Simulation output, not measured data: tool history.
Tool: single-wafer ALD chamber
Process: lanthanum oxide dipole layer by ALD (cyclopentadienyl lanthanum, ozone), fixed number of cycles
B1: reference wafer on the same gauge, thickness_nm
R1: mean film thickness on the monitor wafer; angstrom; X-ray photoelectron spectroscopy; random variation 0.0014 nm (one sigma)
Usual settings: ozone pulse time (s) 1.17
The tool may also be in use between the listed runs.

{"run": 1, "hour": 0.0, "ozone pulse time (s)": 1.05, "B1": 0.624, "R1": 5.09}
{"run": 2, "hour": 17.2, "ozone pulse time (s)": 1.17, "B1": 0.624, "R1": 5.3}
{"run": 3, "hour": 70.6, "ozone pulse time (s)": 1.44, "B1": 0.624, "R1": 5.58}
{"run": 4, "hour": 80.9, "ozone pulse time (s)": 1.44, "B1": 0.624, "R1": 5.62}
{"hour": 93.1, "done": "thermocouple changed; heater temperature recalibrated"}
{"run": 5, "hour": 95.1, "ozone pulse time (s)": 1.44, "B1": 0.624, "R1": 5.56}
{"run": 6, "hour": 110.2, "ozone pulse time (s)": 0.86, "B1": 0.624, "R1": 4.61}
{"run": 7, "hour": 125.7, "ozone pulse time (s)": 0.86, "B1": 0.624, "R1": 4.63}
{"hour": 164.1, "done": "ozone generator serviced"}
{"run": 8, "hour": 164.6, "ozone pulse time (s)": 0.86, "B1": 0.624, "R1": 4.9}
{"run": 9, "hour": 173.8, "ozone pulse time (s)": 1.48, "B1": 0.624, "R1": 5.75}
{"run": 10, "hour": 182.0, "ozone pulse time (s)": 1.41, "B1": 0.624, "R1": 5.72}
{"run": 11, "hour": 195.8, "ozone pulse time (s)": 1.33, "B1": 0.624, "R1": 5.66}
{"hour": 196.8, "done": "gauge calibrated"}
{"run": 12, "hour": 206.0, "ozone pulse time (s)": 1.47, "B1": 0.624, "R1": 5.73}
{"hour": 216.1, "done": "showerhead replaced"}
{"run": 13, "hour": 225.8, "ozone pulse time (s)": 1.48, "B1": 0.624, "R1": 5.76}
{"run": 14, "hour": 241.6, "ozone pulse time (s)": 1.62, "B1": 0.624, "R1": 5.83}
{"run": 15, "hour": 255.9, "ozone pulse time (s)": 0.92, "B1": 0.624, "R1": 5.01}
{"run": 16, "hour": 268.9, "ozone pulse time (s)": 1.37, "B1": 0.624, "R1": 5.66}
{"run": 17, "hour": 283.5, "ozone pulse time (s)": 1.34, "B1": 0.624, "R1": 5.64}
{"run": 18, "hour": 294.1, "ozone pulse time (s)": 1.17, "B1": 0.624, "R1": 5.44}

Forecast each of these 5 alternatives for the next run:
{"run": "A", "hour": 294.5, "ozone pulse time (s)": 1.0, "B1": "?", "R1": "?"}
{"run": "B", "hour": 294.5, "ozone pulse time (s)": 1.57, "B1": "?", "R1": "?"}
{"run": "C", "hour": 294.5, "ozone pulse time (s)": 0.78, "B1": "?", "R1": "?"}
{"run": "D", "hour": 294.5, "ozone pulse time (s)": 0.75, "B1": "?", "R1": "?"}
{"run": "E", "hour": 294.5, "ozone pulse time (s)": 1.31, "B1": "?", "R1": "?"}

run=A B1=0.624 R1=5.18
run=B B1=0.624 R1=5.81
run=C B1=0.624 R1=4.65
run=D B1=0.624 R1=4.55
run=E B1=0.624 R1=5.61
Without the tool's hidden state the same runs would have given:
run=A R1=5.23
run=B R1=5.84
run=C R1=4.71
run=D R1=4.62
run=E R1=5.65
